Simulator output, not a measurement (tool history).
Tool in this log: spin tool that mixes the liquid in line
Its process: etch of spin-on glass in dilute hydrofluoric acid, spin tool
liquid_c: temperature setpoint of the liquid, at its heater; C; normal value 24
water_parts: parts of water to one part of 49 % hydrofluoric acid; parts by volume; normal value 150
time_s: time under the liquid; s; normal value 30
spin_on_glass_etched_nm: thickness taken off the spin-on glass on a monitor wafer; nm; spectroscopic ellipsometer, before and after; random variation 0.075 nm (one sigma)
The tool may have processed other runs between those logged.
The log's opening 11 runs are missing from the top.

| run | hour | liquid_c | water_parts | time_s | read-back film thickness of the spin-on glass reference wafer, read on the same gauge (nm) | spin_on_glass_etched_nm |
|---|---|---|---|---|---|---|
| 12 | 661.9 | 24 | 150 | 30 | 39.98 | 14.95 |
|  | 708 | hydrofluoric acid flow meter replaced |
| 13 | 731.3 | 24 | 150 | 30 | 40.03 | 14.33 |
| 14 | 792.6 | 24 | 150 | 15 | 40.02 | 7.16 |
| 15 | 823 | 24 | 150 | 15 | 40 | 7.16 |
| 16 | 852.3 | 24 | 150 | 15 | 40 | 7.21 |
| 17 | 900.8 | 26 | 150 | 30 | 40.01 | 15.65 |
| 18 | 958.1 | 28 | 185 | 35 | 40.03 | 15.31 |
| 19 | 1077.6 | 21 | 105 | 40 | 39.98 | 26.2 |
| 20 | 1250.8 | 27 | 100 | 50 | 40.01 | 44.95 |
|  | 1274.3 | gauge calibrated |
| 21 | 1277.2 | 24 | 150 | 30 | 39.99 | 15.24 |
| 22 | 1336.3 | 27.5 | 150 | 30 | 40 | 17.35 |
|  | 1501.2 | thermometer replaced |
| 23 | 1512.8 | 20 | 150 | 30 | 40 | 12.29 |
| 24 | 1540 | 24 | 150 | 30 | 40 | 14.58 |
| 25 | 1569.1 | 24 | 150 | 30 | 40.03 | 14.62 |
| 26 | 1628 | 24 | 205 | 30 | 39.98 | 10.13 |
|  | 1649 | hydrofluoric acid flow meter replaced |
| 27 | 1664.5 | 28.5 | 115 | 40 | 40 | 29.64 |
| 28 | 1762.1 | 20.5 | 90 | 15 | 39.98 | 10.78 |
| 29 | 1796 | 24 | 210 | 30 | 40 | 9.31 |
| 30 | 1864.2 | 28 | 105 | 30 | 40.01 | 24.79 |
| 31 | 2046.1 | 26 | 100 | 50 | 40.01 | 41.11 |
| 32 | 2089.3 | 24 | 150 | 30 | 40 | 14.43 |
| 33 | 2119.8 | 21 | 150 | 20 | 40 | 8.62 |

4 ways to go on from here, each from the tool as it stands after run 33. What would each give?
| A | 2120.2 | 24 | 150 | 30 | ? | ? |
| B | 2120.2 | 20.5 | 220 | 30 | ? | ? |
| C | 2120.2 | 21.5 | 215 | 30 | ? | ? |
| D | 2120.2 | 24 | 150 | 40 | ? | ? |

| run | read-back film thickness of the spin-on glass reference wafer, read on the same gauge (nm) | spin_on_glass_etched_nm |
|---|---|---|
| A | 40 | 14.48 |
| B | 40 | 8.03 |
| C | 40 | 8.58 |
| D | 40 | 19.3 |
Without the tool's hidden state the same runs would have given:
| run | spin_on_glass_etched_nm |
|---|---|
| A | 13.57 |
| B | 7.52 |
| C | 8.04 |
| D | 18.1 |

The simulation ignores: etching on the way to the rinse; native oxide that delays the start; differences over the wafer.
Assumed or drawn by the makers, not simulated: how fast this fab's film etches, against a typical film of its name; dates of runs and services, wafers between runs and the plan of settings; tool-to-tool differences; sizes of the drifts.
